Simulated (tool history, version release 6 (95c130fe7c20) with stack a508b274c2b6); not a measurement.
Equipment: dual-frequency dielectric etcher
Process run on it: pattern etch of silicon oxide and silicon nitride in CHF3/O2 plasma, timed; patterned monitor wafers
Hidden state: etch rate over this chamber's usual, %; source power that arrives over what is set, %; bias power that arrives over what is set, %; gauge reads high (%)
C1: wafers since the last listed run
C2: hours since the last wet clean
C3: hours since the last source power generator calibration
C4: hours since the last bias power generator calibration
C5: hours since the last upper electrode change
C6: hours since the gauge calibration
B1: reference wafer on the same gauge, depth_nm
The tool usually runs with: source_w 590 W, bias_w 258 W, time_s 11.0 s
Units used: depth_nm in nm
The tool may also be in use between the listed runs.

Run 1, hour 0.0: usual settings; C1 0; C2 223.3; C3 2975.5; C4 1469.7; C5 5993.9; C6 42.5; B1 19.50. Result: depth_nm 18.77 nm.
Run 2, hour 6.1: usual settings but time_s 10.0 s; C1 125; C2 229.4; C3 2981.6; C4 1475.8; C5 6000.0; C6 48.6; B1 19.50. Result: depth_nm 17.09 nm.
Run 3, hour 18.9: usual settings but time_s 10.0 s; C1 262; C2 242.2; C3 2994.4; C4 1488.6; C5 6012.8; C6 61.4; B1 19.49. Result: depth_nm 17.08 nm.
Run 4, hour 25.3: usual settings; C1 131; C2 248.6; C3 3000.8; C4 1495.0; C5 6019.2; C6 67.8; B1 19.50. Result: depth_nm 18.78 nm.
Run 5, hour 42.3: usual settings; C1 349; C2 265.6; C3 3017.8; C4 1512.0; C5 6036.2; C6 84.8; B1 19.50. Result: depth_nm 18.97 nm.
Run 6, hour 56.1: usual settings but bias_w 227 W; C1 283; C2 279.4; C3 3031.6; C4 1525.8; C5 6050.0; C6 98.6; B1 19.52. Result: depth_nm 18.25 nm.
Run 7, hour 63.4: usual settings but bias_w 227 W; C1 149; C2 286.7; C3 3038.9; C4 1533.1; C5 6057.3; C6 105.9; B1 19.49. Result: depth_nm 18.03 nm.
Run 8, hour 71.8: usual settings but bias_w 227 W; C1 172; C2 295.1; C3 3047.3; C4 1541.5; C5 6065.7; C6 114.3; B1 19.48. Result: depth_nm 18.21 nm.
Run 9, hour 82.4: usual settings; C1 217; C2 305.7; C3 3057.9; C4 1552.1; C5 6076.3; C6 124.9; B1 19.46. Result: depth_nm 18.95 nm.
At hour 97.3: bias power generator calibrated.
Run 10, hour 97.8: usual settings; C1 234; C2 321.1; C3 3073.3; C4 0.5; C5 6091.7; C6 140.3; B1 19.51. Result: depth_nm 18.95 nm.
Run 11, hour 105.2: usual settings; C1 152; C2 328.5; C3 3080.7; C4 7.9; C5 6099.1; C6 147.7; B1 19.50. Result: depth_nm 19.01 nm.
Run 12, hour 119.4: usual settings but bias_w 289 W, time_s 12.5 s; C1 291; C2 342.7; C3 3094.9; C4 22.1; C5 6113.3; C6 161.9; B1 19.52. Result: depth_nm 22.16 nm.
Run 13, hour 136.2: usual settings but bias_w 289 W, time_s 12.5 s; C1 345; C2 359.5; C3 3111.7; C4 38.9; C5 6130.1; C6 178.7; B1 19.53. Result: depth_nm 22.36 nm.
Run 14, hour 151.4: usual settings but source_w 700 W, bias_w 223 W, time_s 7.5 s; C1 312; C2 374.7; C3 3126.9; C4 54.1; C5 6145.3; C6 193.9; B1 19.49. Result: depth_nm 12.93 nm.
At hour 177.5: upper electrode replaced.
At hour 186.3: wet clean of the chamber.
Run 15, hour 186.8: usual settings but source_w 440 W, bias_w 304 W, time_s 10.0 s; C1 53; C2 0.5; C3 3162.3; C4 89.5; C5 9.3; C6 229.3; B1 19.51. Result: depth_nm 16.85 nm.
Run 16, hour 187.1: usual settings but source_w 440 W, bias_w 209 W, time_s 13.0 s; C1 6; C2 0.8; C3 3162.6; C4 89.8; C5 9.6; C6 229.6; B1 19.51. Result: depth_nm 19.72 nm.
Run 17, hour 187.5: usual settings but source_w 690 W, bias_w 294 W, time_s 9.5 s; C1 8; C2 1.2; C3 3163.0; C4 90.2; C5 10.0; C6 230.0; B1 19.49. Result: depth_nm 17.66 nm.
Run 18, hour 188.4: usual settings but source_w 720 W, bias_w 205 W, time_s 10.0 s; C1 18; C2 2.1; C3 3163.9; C4 91.1; C5 10.9; C6 230.9; B1 19.48. Result: depth_nm 17.08 nm.
At hour 190.0: gauge calibrated.
Run 19, hour 202.8: usual settings but source_w 710 W, bias_w 316 W, time_s 14.0 s; C1 295; C2 16.5; C3 3178.3; C4 105.5; C5 25.3; C6 12.8; B1 19.49. Result: depth_nm 26.70 nm.
Run 20, hour 209.2: usual settings but bias_w 307 W; C1 131; C2 22.9; C3 3184.7; C4 111.9; C5 31.7; C6 19.2; B1 19.48. Result: depth_nm 20.04 nm.
At hour 219.1: source power generator calibrated.
Run 21, hour 224.8: usual settings; C1 238; C2 38.5; C3 5.7; C4 127.5; C5 47.3; C6 34.8; B1 19.49. Result: depth_nm 18.91 nm.
Run 22, hour 233.1: usual settings; C1 170; C2 46.8; C3 14.0; C4 135.8; C5 55.6; C6 43.1; B1 19.52. Result: depth_nm 19.04 nm.
Run 23, hour 249.0: usual settings; C1 326; C2 62.7; C3 29.9; C4 151.7; C5 71.5; C6 59.0; B1 19.52. Result: depth_nm 18.72 nm.
Run 24, hour 259.6: usual settings but bias_w 307 W; C1 217; C2 73.3; C3 40.5; C4 162.3; C5 82.1; C6 69.6; B1 19.49. Result: depth_nm 19.84 nm.
Run 25, hour 275.5: usual settings but source_w 480 W, bias_w 220 W; C1 326; C2 89.2; C3 56.4; C4 178.2; C5 98.0; C6 85.5; B1 19.52. Result: depth_nm 16.95 nm.
Run 26, hour 284.2: usual settings but source_w 490 W, bias_w 313 W, time_s 8.5 s; C1 178; C2 97.9; C3 65.1; C4 186.9; C5 106.7; C6 94.2; B1 19.49. Result: depth_nm 14.77 nm.
Run 27, hour 296.1: usual settings but bias_w 194 W, time_s 9.5 s; C1 244; C2 109.8; C3 77.0; C4 198.8; C5 118.6; C6 106.1; B1 19.51. Result: depth_nm 15.07 nm.

For each entry between runs, how does the tool's hidden state at the last listed run before it compare with that at the first listed run after it?
In the gap between runs 9 and 10: bias power generator calibrated (hour 97.3)
  no difference in the tool's unlogged condition between these two runs
In the gap between runs 14 and 15: upper electrode replaced (hour 177.5); wet clean of the chamber (hour 186.3)
  no difference in the tool's unlogged condition between these two runs
In the gap between runs 18 and 19: gauge calibrated (hour 190.0)
  no difference in the tool's unlogged condition between these two runs
In the gap between runs 20 and 21: source power generator calibrated (hour 219.1)
  no difference in the tool's unlogged condition between these two runs
